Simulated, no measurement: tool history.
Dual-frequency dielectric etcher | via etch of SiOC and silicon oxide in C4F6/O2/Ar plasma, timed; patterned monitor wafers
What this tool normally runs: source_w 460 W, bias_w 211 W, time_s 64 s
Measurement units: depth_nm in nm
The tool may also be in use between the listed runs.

| run | hour | source_w | bias_w | time_s | wafers since the last listed run | hours since the last wet clean | hours since the last source power generator calibration | hours since the last bias power generator calibration | hours since the last upper electrode change | hours since the gauge calibration | read-back reference wafer on the same gauge, depth_nm | depth_nm |
|---|---|---|---|---|---|---|---|---|---|---|---|---|
| 1 | 0 | 380 | 211 | 64 | 0 | 46 | 4534.1 | 1849.6 | 2028.2 | 546.5 | 85.4 | 77 |
| 2 | 18.4 | 380 | 211 | 64 | 277 | 64.4 | 4552.5 | 1868 | 2046.6 | 564.9 | 85.4 | 77.1 |
| 3 | 42.7 | 520 | 211 | 69 | 366 | 88.7 | 4576.8 | 1892.3 | 2070.9 | 589.2 | 85.5 | 94.4 |
| 4 | 78.2 | 460 | 211 | 64 | 535 | 124.2 | 4612.3 | 1927.8 | 2106.4 | 624.7 | 85.4 | 83.1 |
|  | 109.9 | source power generator calibrated |
| 5 | 110.4 | 460 | 211 | 64 | 425 | 156.4 | 0.5 | 1960 | 2138.6 | 656.9 | 85.4 | 83.6 |
| 6 | 124.7 | 460 | 211 | 64 | 215 | 170.7 | 14.8 | 1974.3 | 2152.9 | 671.2 | 85.4 | 83.6 |
| 7 | 148.5 | 500 | 175 | 79 | 359 | 194.5 | 38.6 | 1998.1 | 2176.7 | 695 | 85.4 | 95.8 |
|  | 185.4 | upper electrode replaced |
| 8 | 185.9 | 460 | 211 | 64 | 202 | 231.9 | 76 | 2035.5 | 0.5 | 732.4 | 85.4 | 82.9 |
| 9 | 194.7 | 520 | 164 | 49 | 132 | 240.7 | 84.8 | 2044.3 | 9.3 | 741.2 | 85.4 | 58.8 |
| 10 | 230.1 | 500 | 246 | 64 | 533 | 276.1 | 120.2 | 2079.7 | 44.7 | 776.6 | 85.4 | 93.1 |
| 11 | 250 | 460 | 192 | 48.5 | 300 | 296 | 140.1 | 2099.6 | 64.6 | 796.5 | 85.4 | 59.7 |
| 12 | 282.5 | 460 | 211 | 56 | 490 | 328.5 | 172.6 | 2132.1 | 97.1 | 829 | 85.4 | 72.8 |
| 13 | 307.8 | 460 | 237 | 51 | 381 | 353.8 | 197.9 | 2157.4 | 122.4 | 854.3 | 85.4 | 70.4 |
| 14 | 320.5 | 460 | 211 | 64 | 191 | 366.5 | 210.6 | 2170.1 | 135.1 | 867 | 85.4 | 83.1 |
| 15 | 346.5 | 350 | 211 | 72 | 392 | 392.5 | 236.6 | 2196.1 | 161.1 | 893 | 85.4 | 83.1 |
| 16 | 373.5 | 460 | 211 | 81 | 407 | 419.5 | 263.6 | 2223.1 | 188.1 | 920 | 85.4 | 105.5 |
|  | 378.5 | gauge calibrated |
|  | 399.7 | wet clean of the chamber |
| 17 | 426.8 | 490 | 211 | 81.5 | 441 | 27.1 | 316.9 | 2276.4 | 241.4 | 48.3 | 85.4 | 108.9 |
|  | 444.4 | bias power generator calibrated |
| 18 | 449.2 | 580 | 248 | 64 | 277 | 49.5 | 339.3 | 4.8 | 263.8 | 70.7 | 85.4 | 99.5 |
| 19 | 473.7 | 460 | 211 | 64 | 369 | 74 | 363.8 | 29.3 | 288.3 | 95.2 | 85.5 | 83 |
| 20 | 491.5 | 460 | 211 | 64 | 268 | 91.8 | 381.6 | 47.1 | 306.1 | 113 | 85.4 | 83.2 |
| 21 | 518.3 | 460 | 259 | 55 | 404 | 118.6 | 408.4 | 73.9 | 332.9 | 139.8 | 85.4 | 79.4 |
| 22 | 573.6 | 460 | 261 | 74.5 | 834 | 173.9 | 463.7 | 129.2 | 388.2 | 195.1 | 85.4 | 108.5 |
| 23 | 607.8 | 460 | 175 | 64 | 515 | 208.1 | 497.9 | 163.4 | 422.4 | 229.3 | 85.4 | 74.9 |
| 24 | 629.6 | 410 | 211 | 56.5 | 328 | 229.9 | 519.7 | 185.2 | 444.2 | 251.1 | 85.4 | 69.7 |
| 25 | 645.3 | 460 | 211 | 64 | 236 | 245.6 | 535.4 | 200.9 | 459.9 | 266.8 | 85.4 | 83.5 |
| 26 | 673.8 | 460 | 211 | 64 | 429 | 274.1 | 563.9 | 229.4 | 488.4 | 295.3 | 85.4 | 83.6 |
| 27 | 692.8 | 460 | 211 | 64 | 286 | 293.1 | 582.9 | 248.4 | 507.4 | 314.3 | 85.4 | 82.9 |
| 28 | 726.5 | 420 | 227 | 57.5 | 508 | 326.8 | 616.6 | 282.1 | 541.1 | 348 | 85.5 | 74.3 |
| 29 | 747.1 | 460 | 211 | 64 | 310 | 347.4 | 637.2 | 302.7 | 561.7 | 368.6 | 85.4 | 83.3 |

Forecast each of these 5 alternatives for the next run:
| A | 747.5 | 460 | 211 | 77.5 | 6 | 347.8 | 637.6 | 303.1 | 562.1 | 369 | ? | ? |
| B | 747.5 | 350 | 211 | 64 | 6 | 347.8 | 637.6 | 303.1 | 562.1 | 369 | ? | ? |
| C | 747.5 | 550 | 183 | 55.5 | 6 | 347.8 | 637.6 | 303.1 | 562.1 | 369 | ? | ? |
| D | 747.5 | 510 | 179 | 64 | 6 | 347.8 | 637.6 | 303.1 | 562.1 | 369 | ? | ? |
| E | 747.5 | 460 | 211 | 48 | 6 | 347.8 | 637.6 | 303.1 | 562.1 | 369 | ? | ? |

| run | read-back reference wafer on the same gauge, depth_nm | depth_nm |
|---|---|---|
| A | 85.4 | 101.1 |
| B | 85.4 | 74.3 |
| C | 85.4 | 72.4 |
| D | 85.4 | 79.9 |
| E | 85.4 | 62.6 |
With the hidden condition removed and each run's random variation left untouched, the same runs would have given:
| run | depth_nm |
|---|---|
| A | 101.1 |
| B | 74.3 |
| C | 72.4 |
| D | 79.9 |
| E | 62.6 |

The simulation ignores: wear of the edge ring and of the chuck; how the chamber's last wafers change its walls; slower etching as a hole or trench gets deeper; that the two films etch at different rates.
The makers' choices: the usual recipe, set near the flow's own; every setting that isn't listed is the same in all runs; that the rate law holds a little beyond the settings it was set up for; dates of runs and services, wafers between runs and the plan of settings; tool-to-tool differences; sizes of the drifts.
